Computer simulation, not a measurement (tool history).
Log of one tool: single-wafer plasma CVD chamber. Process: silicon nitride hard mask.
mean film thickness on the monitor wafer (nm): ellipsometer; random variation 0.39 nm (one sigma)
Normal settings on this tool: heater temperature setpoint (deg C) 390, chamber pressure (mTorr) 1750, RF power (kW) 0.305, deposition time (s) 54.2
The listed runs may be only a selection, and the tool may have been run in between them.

| run | hour | heater temperature setpoint (deg C) | chamber pressure (mTorr) | RF power (kW) | deposition time (s) | wafers since the last listed run | hours since the last thermocouple change | hours since the last RF generator calibration | hours since the last manometer calibration | hours since the showerhead was replaced | hours since the gauge calibration | read-back reference wafer on the same gauge, thickness_nm | mean film thickness on the monitor wafer (nm) |
|---|---|---|---|---|---|---|---|---|---|---|---|---|---|
| 1 | 0 | 390 | 1620 | 0.305 | 54.2 | 0 | 1167.2 | 59.3 | 1978 | 5139.9 | 2213 | 59.199 | 65.024 |
| 2 | 87.6 | 390 | 1750 | 0.305 | 54.2 | 1512 | 1254.8 | 146.9 | 2065.6 | 5227.5 | 2300.6 | 59.209 | 65.89 |
| 3 | 149 | 390 | 1750 | 0.305 | 54.2 | 1060 | 1316.2 | 208.3 | 2127 | 5288.9 | 2362 | 59.124 | 66.029 |
| 4 | 223.5 | 390 | 1750 | 0.305 | 54.2 | 1286 | 1390.7 | 282.8 | 2201.5 | 5363.4 | 2436.5 | 59.208 | 65.77 |
| 5 | 310.8 | 390 | 1750 | 0.305 | 54.2 | 1507 | 1478 | 370.1 | 2288.8 | 5450.7 | 2523.8 | 59.204 | 66.416 |
| 6 | 378.6 | 383 | 1410 | 0.305 | 54.2 | 1170 | 1545.8 | 437.9 | 2356.6 | 5518.5 | 2591.6 | 59.218 | 62.801 |
| 7 | 462.7 | 390 | 1750 | 0.305 | 50.2 | 1452 | 1629.9 | 522 | 2440.7 | 5602.6 | 2675.7 | 59.254 | 61.592 |
| 8 | 538.4 | 390 | 2010 | 0.345 | 54.2 | 1307 | 1705.6 | 597.7 | 2516.4 | 5678.3 | 2751.4 | 59.199 | 76.803 |
| 9 | 589.4 | 390 | 2170 | 0.335 | 54.2 | 880 | 1756.6 | 648.7 | 2567.4 | 5729.3 | 2802.4 | 59.172 | 75.216 |
|  | 630.1 | capacitance manometer re-zeroed and calibrated |
| 10 | 657.5 | 401 | 1750 | 0.305 | 54.2 | 1037 | 1824.7 | 716.8 | 27.4 | 5797.4 | 2870.5 | 59.232 | 65.731 |
| 11 | 695.8 | 390 | 1750 | 0.305 | 54.2 | 661 | 1863 | 755.1 | 65.7 | 5835.7 | 2908.8 | 59.184 | 66.371 |
| 12 | 764.6 | 395 | 1460 | 0.305 | 54.2 | 1188 | 1931.8 | 823.9 | 134.5 | 5904.5 | 2977.6 | 59.173 | 63.931 |
| 13 | 804.5 | 390 | 1750 | 0.265 | 54.2 | 689 | 1971.7 | 863.8 | 174.4 | 5944.4 | 3017.5 | 59.173 | 56.484 |
|  | 839.7 | RF generator calibrated |
| 14 | 864.8 | 400 | 1610 | 0.34 | 57.4 | 903 | 2032 | 25.1 | 234.7 | 6004.7 | 3077.8 | 59.128 | 75.308 |
| 15 | 918.7 | 376 | 1420 | 0.36 | 50.8 | 930 | 2085.9 | 79 | 288.6 | 6058.6 | 3131.7 | 59.154 | 68.557 |
| 16 | 974 | 390 | 1750 | 0.305 | 50.2 | 954 | 2141.2 | 134.3 | 343.9 | 6113.9 | 3187 | 59.244 | 61.326 |
|  | 995.7 | thermocouple changed; heater temperature recalibrated |
|  | 1001.1 | showerhead replaced |
| 17 | 1112.6 | 390 | 1750 | 0.305 | 54.2 | 2162 | 116.9 | 272.9 | 482.5 | 111.5 | 3325.6 | 59.2 | 65.552 |
| 18 | 1183.5 | 382 | 1750 | 0.305 | 54.2 | 1224 | 187.8 | 343.8 | 553.4 | 182.4 | 3396.5 | 59.19 | 66.262 |
|  | 1214.2 | gauge calibrated |
| 19 | 1281.5 | 398 | 1750 | 0.305 | 54.2 | 1692 | 285.8 | 441.8 | 651.4 | 280.4 | 67.3 | 59.199 | 65.845 |
| 20 | 1330.4 | 377 | 1750 | 0.34 | 44.2 | 844 | 334.7 | 490.7 | 700.3 | 329.3 | 116.2 | 59.129 | 59.644 |
| 21 | 1410.5 | 390 | 1480 | 0.25 | 45.3 | 1383 | 414.8 | 570.8 | 780.4 | 409.4 | 196.3 | 59.163 | 42.958 |
| 22 | 1497.9 | 402 | 1750 | 0.355 | 54.2 | 1509 | 502.2 | 658.2 | 867.8 | 496.8 | 283.7 | 59.195 | 74.349 |
| 23 | 1589.8 | 390 | 1620 | 0.34 | 54.2 | 1587 | 594.1 | 750.1 | 959.7 | 588.7 | 375.6 | 59.197 | 71.251 |
| 24 | 1648.4 | 383 | 2060 | 0.305 | 59.2 | 1011 | 652.7 | 808.7 | 1018.3 | 647.3 | 434.2 | 59.213 | 74.789 |
|  | 1710 | RF generator calibrated |
| 25 | 1718.5 | 390 | 1750 | 0.26 | 60.9 | 1072 | 722.8 | 8.5 | 1088.4 | 717.4 | 504.3 | 59.193 | 62.445 |
| 26 | 1873.3 | 390 | 1630 | 0.305 | 54.2 | 2673 | 877.6 | 163.3 | 1243.2 | 872.2 | 659.1 | 59.209 | 64.113 |
| 27 | 1911.6 | 400 | 1390 | 0.29 | 63 | 661 | 915.9 | 201.6 | 1281.5 | 910.5 | 697.4 | 59.106 | 68.426 |
| 28 | 1963.9 | 390 | 1460 | 0.305 | 54.2 | 903 | 968.2 | 253.9 | 1333.8 | 962.8 | 749.7 | 59.202 | 63.067 |
| 29 | 2070.1 | 390 | 1750 | 0.305 | 54.2 | 1833 | 1074.4 | 360.1 | 1440 | 1069 | 855.9 | 59.206 | 65.842 |

Alternative continuations, all from the tool just after run 29; predict every row:
| A | 2070.5 | 390 | 1750 | 0.305 | 54.2 | 6 | 1074.8 | 360.5 | 1440.4 | 1069.4 | 856.3 | ? | ? |
| B | 2070.5 | 390 | 2150 | 0.305 | 62.9 | 6 | 1074.8 | 360.5 | 1440.4 | 1069.4 | 856.3 | ? | ? |
| C | 2070.5 | 384 | 1750 | 0.25 | 50.7 | 6 | 1074.8 | 360.5 | 1440.4 | 1069.4 | 856.3 | ? | ? |

| run | read-back reference wafer on the same gauge, thickness_nm | mean film thickness on the monitor wafer (nm) |
|---|---|---|
| A | 59.183 | 66.012 |
| B | 59.183 | 80.37 |
| C | 59.183 | 49.965 |
What these runs would have given with no unlogged condition in the tool:
| run | mean film thickness on the monitor wafer (nm) |
|---|---|
| A | 66.012 |
| B | 80.37 |
| C | 49.965 |
